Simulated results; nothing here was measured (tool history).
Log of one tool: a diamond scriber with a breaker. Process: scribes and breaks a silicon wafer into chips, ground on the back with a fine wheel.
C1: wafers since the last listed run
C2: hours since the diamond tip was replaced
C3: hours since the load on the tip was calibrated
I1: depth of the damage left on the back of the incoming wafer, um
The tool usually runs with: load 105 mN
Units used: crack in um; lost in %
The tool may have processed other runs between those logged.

{"run": 1, "hour": 0.0, "load": 105, "C1": 0, "C2": 90.2, "C3": 191.2, "I1": 2.54, "crack": 10.77, "lost": 4.04}
{"run": 2, "hour": 26.4, "load": 105, "C1": 59, "C2": 116.6, "C3": 217.6, "I1": 2.07, "crack": 10.74, "lost": 3.39}
{"run": 3, "hour": 75.8, "load": 125, "C1": 111, "C2": 166.0, "C3": 267.0, "I1": 2.52, "crack": 11.76, "lost": 2.96}
{"run": 4, "hour": 115.0, "load": 125, "C1": 88, "C2": 205.2, "C3": 306.2, "I1": 1.84, "crack": 11.85, "lost": 2.39}
{"run": 5, "hour": 179.1, "load": 125, "C1": 145, "C2": 269.3, "C3": 370.3, "I1": 2.18, "crack": 11.64, "lost": 2.59}
{"run": 6, "hour": 233.1, "load": 84, "C1": 122, "C2": 323.3, "C3": 424.3, "I1": 1.94, "crack": 8.74, "lost": 12.1}
{"run": 7, "hour": 281.4, "load": 84, "C1": 109, "C2": 371.6, "C3": 472.6, "I1": 1.5, "crack": 8.53, "lost": 10.89}
{"hour": 337.8, "done": "diamond tip replaced by a new one"}
{"run": 8, "hour": 346.5, "load": 84, "C1": 142, "C2": 8.7, "C3": 537.7, "I1": 2.6, "crack": 10.06, "lost": 6.42}
{"run": 9, "hour": 379.6, "load": 80, "C1": 74, "C2": 41.8, "C3": 570.8, "I1": 2.73, "crack": 9.33, "lost": 9.81}
{"run": 10, "hour": 434.8, "load": 80, "C1": 125, "C2": 97.0, "C3": 626.0, "I1": 2.27, "crack": 9.13, "lost": 10.75}
{"run": 11, "hour": 465.2, "load": 80, "C1": 68, "C2": 127.4, "C3": 656.4, "I1": 2.14, "crack": 8.89, "lost": 11.29}
{"run": 12, "hour": 514.2, "load": 128, "C1": 110, "C2": 176.4, "C3": 705.4, "I1": 2.42, "crack": 12.33, "lost": 2.79}
{"run": 13, "hour": 570.3, "load": 128, "C1": 127, "C2": 232.5, "C3": 761.5, "I1": 2.29, "crack": 12.37, "lost": 2.75}
{"run": 14, "hour": 617.3, "load": 128, "C1": 106, "C2": 279.5, "C3": 808.5, "I1": 2.09, "crack": 12.01, "lost": 2.52}
{"run": 15, "hour": 673.9, "load": 115, "C1": 128, "C2": 336.1, "C3": 865.1, "I1": 2.23, "crack": 10.88, "lost": 3.11}
{"hour": 710.6, "done": "diamond tip replaced by a new one"}
{"run": 16, "hour": 855.7, "load": 88, "C1": 407, "C2": 145.1, "C3": 1046.9, "I1": 2.94, "crack": 9.23, "lost": 10.31}
{"run": 17, "hour": 885.9, "load": 88, "C1": 68, "C2": 175.3, "C3": 1077.1, "I1": 1.54, "crack": 9.11, "lost": 8.09}
{"run": 18, "hour": 940.7, "load": 88, "C1": 124, "C2": 230.1, "C3": 1131.9, "I1": 1.71, "crack": 9.06, "lost": 9.01}
{"run": 19, "hour": 1012.0, "load": 105, "C1": 161, "C2": 301.4, "C3": 1203.2, "I1": 2.4, "crack": 10.22, "lost": 4.82}
{"run": 20, "hour": 1071.4, "load": 87, "C1": 134, "C2": 360.8, "C3": 1262.6, "I1": 2.18, "crack": 8.94, "lost": 11.04}
{"hour": 1088.3, "done": "diamond tip replaced by a new one"}
{"run": 21, "hour": 1135.7, "load": 105, "C1": 141, "C2": 47.4, "C3": 1326.9, "I1": 1.97, "crack": 11.22, "lost": 2.62}
{"run": 22, "hour": 1172.7, "load": 135, "C1": 83, "C2": 84.4, "C3": 1363.9, "I1": 2.71, "crack": 13.29, "lost": 4.14}
{"run": 23, "hour": 1238.7, "load": 76, "C1": 149, "C2": 150.4, "C3": 1429.9, "I1": 2.99, "crack": 8.23, "lost": 17.18}
{"run": 24, "hour": 1306.7, "load": 74, "C1": 154, "C2": 218.4, "C3": 1497.9, "I1": 1.88, "crack": 8.11, "lost": 14.78}
{"run": 25, "hour": 1332.9, "load": 131, "C1": 59, "C2": 244.6, "C3": 1524.1, "I1": 2.8, "crack": 12.31, "lost": 3.07}
{"run": 26, "hour": 1365.1, "load": 73, "C1": 72, "C2": 276.8, "C3": 1556.3, "I1": 2.67, "crack": 7.99, "lost": 19.95}
{"run": 27, "hour": 1412.0, "load": 133, "C1": 106, "C2": 323.7, "C3": 1603.2, "I1": 1.54, "crack": 12.11, "lost": 2.15}
{"run": 28, "hour": 1449.1, "load": 91, "C1": 84, "C2": 360.8, "C3": 1640.3, "I1": 2.27, "crack": 9.24, "lost": 9.44}
{"hour": 1486.8, "done": "load on the tip recalibrated"}
{"hour": 1497.1, "done": "diamond tip replaced by a new one"}
{"run": 29, "hour": 1537.9, "load": 86, "C1": 192, "C2": 40.8, "C3": 51.1, "I1": 2.31, "crack": 9.85, "lost": 6.57}
{"run": 30, "hour": 1606.3, "load": 121, "C1": 154, "C2": 109.2, "C3": 119.5, "I1": 1.77, "crack": 12.0, "lost": 2.31}
{"run": 31, "hour": 1653.8, "load": 92, "C1": 107, "C2": 156.7, "C3": 167.0, "I1": 2.75, "crack": 9.66, "lost": 7.67}
{"run": 32, "hour": 1722.9, "load": 105, "C1": 156, "C2": 225.8, "C3": 236.1, "I1": 2.66, "crack": 10.51, "lost": 4.71}
{"run": 33, "hour": 1775.1, "load": 124, "C1": 118, "C2": 278.0, "C3": 288.3, "I1": 2.38, "crack": 11.56, "lost": 2.8}
{"run": 34, "hour": 1799.9, "load": 81, "C1": 56, "C2": 302.8, "C3": 313.1, "I1": 2.89, "crack": 8.5, "lost": 14.76}
{"run": 35, "hour": 1833.1, "load": 118, "C1": 75, "C2": 336.0, "C3": 346.3, "I1": 1.93, "crack": 11.17, "lost": 2.54}
{"hour": 1854.6, "done": "diamond tip replaced by a new one"}
{"run": 36, "hour": 1892.2, "load": 127, "C1": 129, "C2": 37.6, "C3": 405.4, "I1": 1.68, "crack": 13.09, "lost": 3.03}
{"run": 37, "hour": 1921.7, "load": 105, "C1": 66, "C2": 67.1, "C3": 434.9, "I1": 2.07, "crack": 11.33, "lost": 2.81}

Each row is a separate what-if for the run after 37, all from the same tool condition, not one after another. Results?
{"run": "A", "hour": 1922.4, "load": 83, "C1": 1, "C2": 67.8, "C3": 435.6, "I1": 1.67, "crack": "?", "lost": "?"}
{"run": "B", "hour": 1922.4, "load": 82, "C1": 1, "C2": 67.8, "C3": 435.6, "I1": 1.67, "crack": "?", "lost": "?"}
{"run": "C", "hour": 1922.4, "load": 114, "C1": 1, "C2": 67.8, "C3": 435.6, "I1": 1.67, "crack": "?", "lost": "?"}
{"run": "D", "hour": 1922.4, "load": 130, "C1": 1, "C2": 67.8, "C3": 435.6, "I1": 1.67, "crack": "?", "lost": "?"}

run=A crack=9.40 lost=7.18
run=B crack=9.32 lost=7.56
run=C crack=11.79 lost=2.17
run=D crack=12.94 lost=2.96
With no hidden state in the tool, these same runs would have given:
run=A crack=9.95 lost=5.04
run=B crack=9.86 lost=5.34
run=C crack=12.48 lost=2.45
run=D crack=13.68 lost=4.25
